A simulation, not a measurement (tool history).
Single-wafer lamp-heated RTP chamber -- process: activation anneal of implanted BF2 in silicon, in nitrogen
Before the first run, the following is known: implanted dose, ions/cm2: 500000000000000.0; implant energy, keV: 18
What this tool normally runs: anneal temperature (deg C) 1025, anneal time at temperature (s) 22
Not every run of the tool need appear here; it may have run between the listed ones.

run	hour	anneal temperature (deg C)	anneal time at temperature (s)	read-back reference wafer on the same gauge, sheet resistance	sheet resistance of the implanted and annealed layer (ohm/square)
1	0.0	1046	13	315.81	263.88
# hour 20.8: pyrometer window cleaned and pyrometer calibrated
2	38.2	1025	22	316.85	269.48
3	62.8	1025	22	315.92	267.36
4	96.5	1025	19	315.80	270.22
5	152.8	1004	22	316.11	279.75
# hour 164.4: gauge calibrated
6	212.8	1025	22	315.99	270.19
7	264.2	1025	22	315.82	265.84
8	332.2	1025	22	315.69	268.57
9	389.7	1025	22	316.01	265.48
# hour 412.8: reflector plate cleaned
10	539.0	1014	12	316.43	279.17
11	573.8	1025	22	316.07	266.28
# hour 619.1: pyrometer window cleaned and pyrometer calibrated
12	621.9	1025	22	316.49	263.63
13	651.1	1025	22	315.97	263.97
14	690.9	1025	22	316.59	265.85
15	742.6	1047	22	315.11	254.51
16	837.4	1007	22	315.76	271.72
17	863.3	1008	12	315.73	277.97
18	920.0	1009	22	316.37	271.53
# hour 955.3: pyrometer window cleaned and pyrometer calibrated, repeated, since the last time left the tool worse
19	961.7	1041	30	315.27	256.75
20	989.4	996	14	315.96	291.35
# hour 1003.1: gauge calibrated
21	1060.4	1025	22	315.86	267.90
22	1119.6	1025	11	315.71	273.74
23	1153.4	1041	18	316.37	262.57
# hour 1308.4: reflector plate cleaned
24	1341.3	1044	9	315.94	267.29
25	1384.2	1016	22	316.16	273.46
26	1434.1	1025	22	315.83	266.71
27	1476.8	1025	22	315.60	268.45
28	1516.1	1025	22	316.36	267.29
# hour 1546.2: pyrometer window cleaned and pyrometer calibrated
29	1578.9	1025	22	316.01	270.83
30	1608.8	999	12	315.99	290.82
31	1641.6	997	22	316.09	282.00

Each run again, without the hidden state but with its own random variation kept:
Hidden state at play: true wafer temperature minus pyrometer reading, K; wafer temperature error from the tarnished reflector plate, K; gauge reads high (%).
run	sheet resistance of the implanted and annealed layer (ohm/square)
1	266.55
2	269.58
3	267.58
4	270.61
5	280.50
6	271.17
7	267.06
8	270.15
9	267.33
10	281.72
11	269.06
12	269.50
13	269.99
14	272.09
15	258.43
16	278.74
17	285.21
18	278.95
19	257.07
20	292.17
21	268.78
22	274.88
23	263.73
24	269.21
25	275.93
26	269.47
27	271.44
28	270.46
29	271.22
30	291.60
31	282.94

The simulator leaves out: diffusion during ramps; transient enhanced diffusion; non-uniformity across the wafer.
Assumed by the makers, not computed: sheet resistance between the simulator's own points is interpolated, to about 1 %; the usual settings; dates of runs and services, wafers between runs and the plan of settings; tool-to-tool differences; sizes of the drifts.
